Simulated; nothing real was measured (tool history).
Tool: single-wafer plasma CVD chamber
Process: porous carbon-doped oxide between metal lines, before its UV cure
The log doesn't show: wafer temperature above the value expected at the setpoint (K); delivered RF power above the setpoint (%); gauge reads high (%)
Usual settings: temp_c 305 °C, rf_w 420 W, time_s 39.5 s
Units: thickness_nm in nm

run   hour  temp_c  rf_w  time_s  wafers since the last listed run  hours since the last thermocouple change  hours since the last RF generator calibration  hours since the showerhead was replaced  hours since the gauge calibration  read-back reference wafer on the same gauge, thickness_nm  thickness_nm
  1      0     309   420    39.5                                 0                                     290.1                                          593.5                                   6981.2                              730.7                                                    159.095       185.825
  2   24.5     305   420    39.5                               764                                     314.6                                            618                                   7005.7                              755.2                                                    158.967       190.124
  3   58.6     305   420    39.5                              1064                                     348.7                                          652.1                                   7039.8                              789.3                                                    159.059       190.124
  4   79.9     305   420    39.5                               664                                       370                                          673.4                                   7061.1                              810.6                                                    158.916       189.392
  5  101.6     305   420    39.5                               677                                     391.7                                          695.1                                   7082.8                              832.3                                                    158.926       190.273
  6  132.3     316   420    39.5                               957                                     422.4                                          725.8                                   7113.5                                863                                                    159.043       177.367
  7  154.2     316   420    39.5                               683                                     444.3                                          747.7                                   7135.4                              884.9                                                     158.93       177.643
  8  180.9     316   420    39.5                               833                                       471                                          774.4                                   7162.1                              911.6                                                    159.077       177.422
  9  202.3     305   420      42                               667                                     492.4                                          795.8                                   7183.5                                933                                                    159.028       201.133
     225.3  -- gauge calibrated
 10  235.7     305   420      42                              1042                                     525.8                                          829.2                                   7216.9                               10.4                                                    159.031       201.096
 11  256.5     305   420    39.5                               649                                     546.6                                            850                                   7237.7                               31.2                                                    158.982       188.023
 12  288.3     305   420    39.5                               992                                     578.4                                          881.8                                   7269.5                                 63                                                    159.017       189.266
 13    319     301   420    39.5                               957                                     609.1                                          912.5                                   7300.2                               93.7                                                     158.88       192.789
 14  340.1     314   460    34.9                               658                                     630.2                                          933.6                                   7321.3                              114.8                                                    159.062       169.209
 15  358.9     311   375    34.7                               586                                       649                                          952.4                                   7340.1                              133.6                                                    159.036       145.932
 16  386.8     305   420    39.5                               870                                     676.9                                          980.3                                     7368                              161.5                                                    158.894       188.849
 17  416.1     316   485      36                               914                                     706.2                                         1009.6                                   7397.3                              190.8                                                     159.08       179.414
 18    447     305   420    39.5                               964                                     737.1                                         1040.5                                   7428.2                              221.7                                                    159.054       185.504
     459.1  -- RF generator calibrated
 19  468.3     293   420    35.8                               415                                     758.4                                            9.2                                   7449.5                                243                                                    159.129       183.197

Forecast run 20:
 20  489.8     316   420    39.5                               670                                     779.9                                           30.7                                     7471                              264.5                                                          ?             ?

read-back reference wafer on the same gauge, thickness_nm: 159.086
thickness_nm: 173.888 nm
Without the tool's hidden state the same run would have given thickness_nm 178.772 nm.
